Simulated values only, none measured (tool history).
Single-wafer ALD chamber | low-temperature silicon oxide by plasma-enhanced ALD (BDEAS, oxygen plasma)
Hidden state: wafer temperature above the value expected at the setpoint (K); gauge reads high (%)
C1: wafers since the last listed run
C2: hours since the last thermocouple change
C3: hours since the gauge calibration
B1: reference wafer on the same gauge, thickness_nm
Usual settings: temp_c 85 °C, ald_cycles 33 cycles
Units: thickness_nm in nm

{"run": 1, "hour": 0.0, "temp_c": 85, "ald_cycles": 33, "C1": 0, "C2": 1266.1, "C3": 372.0, "B1": 5.18, "thickness_nm": 5.164}
{"run": 2, "hour": 10.2, "temp_c": 85, "ald_cycles": 38, "C1": 80, "C2": 1276.3, "C3": 382.2, "B1": 5.179, "thickness_nm": 5.965}
{"run": 3, "hour": 24.5, "temp_c": 85, "ald_cycles": 38, "C1": 112, "C2": 1290.6, "C3": 396.5, "B1": 5.18, "thickness_nm": 5.956}
{"run": 4, "hour": 35.2, "temp_c": 74, "ald_cycles": 38, "C1": 83, "C2": 1301.3, "C3": 407.2, "B1": 5.179, "thickness_nm": 6.183}
{"run": 5, "hour": 51.4, "temp_c": 74, "ald_cycles": 38, "C1": 127, "C2": 1317.5, "C3": 423.4, "B1": 5.174, "thickness_nm": 6.191}
{"run": 6, "hour": 63.6, "temp_c": 85, "ald_cycles": 33, "C1": 95, "C2": 1329.7, "C3": 435.6, "B1": 5.179, "thickness_nm": 5.162}
{"run": 7, "hour": 75.1, "temp_c": 85, "ald_cycles": 31, "C1": 90, "C2": 1341.2, "C3": 447.1, "B1": 5.181, "thickness_nm": 4.845}
{"run": 8, "hour": 89.9, "temp_c": 85, "ald_cycles": 31, "C1": 116, "C2": 1356.0, "C3": 461.9, "B1": 5.175, "thickness_nm": 4.858}
{"run": 9, "hour": 106.9, "temp_c": 94, "ald_cycles": 36, "C1": 133, "C2": 1373.0, "C3": 478.9, "B1": 5.178, "thickness_nm": 5.428}
{"run": 10, "hour": 113.2, "temp_c": 94, "ald_cycles": 36, "C1": 49, "C2": 1379.3, "C3": 485.2, "B1": 5.182, "thickness_nm": 5.458}
{"run": 11, "hour": 130.8, "temp_c": 78, "ald_cycles": 30, "C1": 138, "C2": 1396.9, "C3": 502.8, "B1": 5.183, "thickness_nm": 4.827}
{"run": 12, "hour": 147.8, "temp_c": 78, "ald_cycles": 30, "C1": 133, "C2": 1413.9, "C3": 519.8, "B1": 5.177, "thickness_nm": 4.822}
{"run": 13, "hour": 162.6, "temp_c": 78, "ald_cycles": 30, "C1": 116, "C2": 1428.7, "C3": 534.6, "B1": 5.176, "thickness_nm": 4.833}
{"run": 14, "hour": 178.4, "temp_c": 85, "ald_cycles": 33, "C1": 123, "C2": 1444.5, "C3": 550.4, "B1": 5.18, "thickness_nm": 5.167}
{"run": 15, "hour": 189.5, "temp_c": 85, "ald_cycles": 33, "C1": 87, "C2": 1455.6, "C3": 561.5, "B1": 5.181, "thickness_nm": 5.167}
{"run": 16, "hour": 197.1, "temp_c": 85, "ald_cycles": 33, "C1": 59, "C2": 1463.2, "C3": 569.1, "B1": 5.184, "thickness_nm": 5.173}
{"hour": 209.4, "done": "thermocouple changed; heater temperature recalibrated"}
{"run": 17, "hour": 212.3, "temp_c": 78, "ald_cycles": 35, "C1": 56, "C2": 2.9, "C3": 584.3, "B1": 5.185, "thickness_nm": 5.781}
{"run": 18, "hour": 224.1, "temp_c": 78, "ald_cycles": 35, "C1": 92, "C2": 14.7, "C3": 596.1, "B1": 5.182, "thickness_nm": 5.806}
{"run": 19, "hour": 238.6, "temp_c": 78, "ald_cycles": 35, "C1": 113, "C2": 29.2, "C3": 610.6, "B1": 5.183, "thickness_nm": 5.768}
{"run": 20, "hour": 248.3, "temp_c": 85, "ald_cycles": 36, "C1": 76, "C2": 38.9, "C3": 620.3, "B1": 5.179, "thickness_nm": 5.786}
{"run": 21, "hour": 262.7, "temp_c": 85, "ald_cycles": 33, "C1": 112, "C2": 53.3, "C3": 634.7, "B1": 5.179, "thickness_nm": 5.284}
{"run": 22, "hour": 269.8, "temp_c": 85, "ald_cycles": 33, "C1": 55, "C2": 60.4, "C3": 641.8, "B1": 5.182, "thickness_nm": 5.315}
{"run": 23, "hour": 277.3, "temp_c": 74, "ald_cycles": 30, "C1": 58, "C2": 67.9, "C3": 649.3, "B1": 5.178, "thickness_nm": 5.019}
{"hour": 280.8, "done": "gauge calibrated"}
{"run": 24, "hour": 284.8, "temp_c": 85, "ald_cycles": 29, "C1": 58, "C2": 75.4, "C3": 4.0, "B1": 5.182, "thickness_nm": 4.644}
{"run": 25, "hour": 301.8, "temp_c": 85, "ald_cycles": 33, "C1": 133, "C2": 92.4, "C3": 21.0, "B1": 5.177, "thickness_nm": 5.286}
{"run": 26, "hour": 317.0, "temp_c": 85, "ald_cycles": 33, "C1": 119, "C2": 107.6, "C3": 36.2, "B1": 5.179, "thickness_nm": 5.298}
{"run": 27, "hour": 327.1, "temp_c": 85, "ald_cycles": 33, "C1": 79, "C2": 117.7, "C3": 46.3, "B1": 5.182, "thickness_nm": 5.265}
{"run": 28, "hour": 338.7, "temp_c": 71, "ald_cycles": 37, "C1": 91, "C2": 129.3, "C3": 57.9, "B1": 5.183, "thickness_nm": 6.237}
{"run": 29, "hour": 349.2, "temp_c": 81, "ald_cycles": 29, "C1": 82, "C2": 139.8, "C3": 68.4, "B1": 5.181, "thickness_nm": 4.697}
{"run": 30, "hour": 358.8, "temp_c": 85, "ald_cycles": 31, "C1": 75, "C2": 149.4, "C3": 78.0, "B1": 5.176, "thickness_nm": 4.948}
{"run": 31, "hour": 370.2, "temp_c": 72, "ald_cycles": 39, "C1": 89, "C2": 160.8, "C3": 89.4, "B1": 5.183, "thickness_nm": 6.548}
{"run": 32, "hour": 376.4, "temp_c": 85, "ald_cycles": 33, "C1": 48, "C2": 167.0, "C3": 95.6, "B1": 5.185, "thickness_nm": 5.292}
{"run": 33, "hour": 389.6, "temp_c": 92, "ald_cycles": 29, "C1": 103, "C2": 180.2, "C3": 108.8, "B1": 5.186, "thickness_nm": 4.499}
{"run": 34, "hour": 404.8, "temp_c": 77, "ald_cycles": 39, "C1": 119, "C2": 195.4, "C3": 124.0, "B1": 5.177, "thickness_nm": 6.383}
{"run": 35, "hour": 414.6, "temp_c": 85, "ald_cycles": 39, "C1": 76, "C2": 205.2, "C3": 133.8, "B1": 5.185, "thickness_nm": 6.193}
{"run": 36, "hour": 421.6, "temp_c": 85, "ald_cycles": 33, "C1": 54, "C2": 212.2, "C3": 140.8, "B1": 5.18, "thickness_nm": 5.257}
{"run": 37, "hour": 427.8, "temp_c": 100, "ald_cycles": 35, "C1": 48, "C2": 218.4, "C3": 147.0, "B1": 5.177, "thickness_nm": 5.259}
{"run": 38, "hour": 437.8, "temp_c": 72, "ald_cycles": 38, "C1": 78, "C2": 228.4, "C3": 157.0, "B1": 5.182, "thickness_nm": 6.376}
{"run": 39, "hour": 449.2, "temp_c": 85, "ald_cycles": 33, "C1": 89, "C2": 239.8, "C3": 168.4, "B1": 5.18, "thickness_nm": 5.287}
{"run": 40, "hour": 462.4, "temp_c": 71, "ald_cycles": 30, "C1": 103, "C2": 253.0, "C3": 181.6, "B1": 5.175, "thickness_nm": 5.052}
{"run": 41, "hour": 473.4, "temp_c": 81, "ald_cycles": 33, "C1": 86, "C2": 264.0, "C3": 192.6, "B1": 5.181, "thickness_nm": 5.359}
{"run": 42, "hour": 485.5, "temp_c": 75, "ald_cycles": 33, "C1": 94, "C2": 276.1, "C3": 204.7, "B1": 5.185, "thickness_nm": 5.453}
{"run": 43, "hour": 496.7, "temp_c": 99, "ald_cycles": 28, "C1": 87, "C2": 287.3, "C3": 215.9, "B1": 5.179, "thickness_nm": 4.251}
{"run": 44, "hour": 507.5, "temp_c": 85, "ald_cycles": 33, "C1": 84, "C2": 298.1, "C3": 226.7, "B1": 5.179, "thickness_nm": 5.257}
{"run": 45, "hour": 524.0, "temp_c": 95, "ald_cycles": 27, "C1": 129, "C2": 314.6, "C3": 243.2, "B1": 5.188, "thickness_nm": 4.128}
{"run": 46, "hour": 531.2, "temp_c": 85, "ald_cycles": 33, "C1": 56, "C2": 321.8, "C3": 250.4, "B1": 5.18, "thickness_nm": 5.244}
{"run": 47, "hour": 546.1, "temp_c": 85, "ald_cycles": 33, "C1": 116, "C2": 336.7, "C3": 265.3, "B1": 5.183, "thickness_nm": 5.261}
{"run": 48, "hour": 562.7, "temp_c": 79, "ald_cycles": 28, "C1": 130, "C2": 353.3, "C3": 281.9, "B1": 5.177, "thickness_nm": 4.563}

Forecast each of these 3 alternatives for the next run:
{"run": "A", "hour": 563.2, "temp_c": 100, "ald_cycles": 33, "C1": 3, "C2": 353.8, "C3": 282.4, "B1": "?", "thickness_nm": "?"}
{"run": "B", "hour": 563.2, "temp_c": 75, "ald_cycles": 40, "C1": 3, "C2": 353.8, "C3": 282.4, "B1": "?", "thickness_nm": "?"}
{"run": "C", "hour": 563.2, "temp_c": 91, "ald_cycles": 29, "C1": 3, "C2": 353.8, "C3": 282.4, "B1": "?", "thickness_nm": "?"}

run=A B1=5.182 thickness_nm=4.972
run=B B1=5.182 thickness_nm=6.594
run=C B1=5.182 thickness_nm=4.490
Without the tool's hidden state the same runs would have given:
run=A thickness_nm=5.002
run=B thickness_nm=6.667
run=C thickness_nm=4.543

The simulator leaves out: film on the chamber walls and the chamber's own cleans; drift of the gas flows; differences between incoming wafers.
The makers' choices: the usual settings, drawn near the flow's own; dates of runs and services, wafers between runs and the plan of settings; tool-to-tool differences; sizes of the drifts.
